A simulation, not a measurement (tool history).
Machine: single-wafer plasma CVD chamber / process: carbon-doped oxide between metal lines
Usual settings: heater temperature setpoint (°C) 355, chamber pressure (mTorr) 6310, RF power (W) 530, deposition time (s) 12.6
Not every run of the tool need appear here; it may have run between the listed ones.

run   hour  heater temperature setpoint (°C)  chamber pressure (mTorr)  RF power (W)  deposition time (s)  read-back reference wafer on the same gauge, thickness_nm  mean film thickness on the monitor wafer (angstrom)
  1    0.0                               355                      7370           450                 12.6                                                     55.692                                               630.96
      26.3  -- gauge calibrated
  2   30.8                               355                      6310           530                 14.1                                                     55.711                                               738.29
  3   59.6                               355                      6310           530                 14.1                                                     55.707                                               736.62
  4   83.7                               355                      6310           530                 12.6                                                     55.689                                               657.16
  5  104.1                               355                      6310           530                 12.6                                                     55.709                                               657.48
  6  116.2                               355                      6310           530                 12.6                                                     55.682                                               657.99
  7  147.9                               355                      6310           530                 12.6                                                     55.674                                               657.75
  8  182.4                               355                      6310           530                 12.6                                                     55.723                                               656.64
     202.1  -- thermocouple changed; heater temperature recalibrated
  9  207.8                               355                      6310           530                 12.6                                                     55.678                                               655.39
 10  243.3                               355                      6310           480                 12.6                                                     55.725                                               635.51
 11  265.4                               348                      5040           630                 12.6                                                     55.715                                               699.50
     283.0  -- capacitance manometer re-zeroed and calibrated
 12  283.5                               355                      6310           600                 14.9                                                     55.688                                               807.47
 13  316.0                               341                      7030           530                 13.3                                                     55.673                                               731.44
     332.3  -- gauge calibrated
 14  345.9                               343                      6310           460                 10.8                                                     55.704                                               557.80
     374.3  -- RF generator calibrated
     375.1  -- showerhead replaced
 15  405.0                               355                      6310           530                 12.6                                                     55.706                                               677.45
 16  431.8                               348                      7090           530                 14.4                                                     55.732                                               794.10
 17  453.9                               355                      6310           530                 12.6                                                     55.694                                               674.93
 18  480.2                               355                      6310           425                 13.5                                                     55.713                                               673.91
 19  510.3                               355                      6310           530                 14.2                                                     55.695                                               760.55
 20  527.9                               355                      6310           600                 14.9                                                     55.727                                               827.99

Run-by-run hidden state of the tool:
wafer temperature above the value expected at the setpoint (K): 0 on each run
true pressure above the setpoint (%): 0 on each run
gauge reads high (%): 0 on each run
H1: delivered RF power above the setpoint (%)
run      H1
  1   -8.19
  2   -8.33
  3   -8.46
  4   -8.56
  5   -8.66
  6   -8.71
  7   -8.85
  8   -9.01
  9   -9.12
 10   -9.28
 11   -9.38
 12   -9.46
 13   -9.61
 14   -9.74
 15  -0.601
 16  -0.722
 17  -0.821
 18  -0.939
 19   -1.07
 20   -1.15
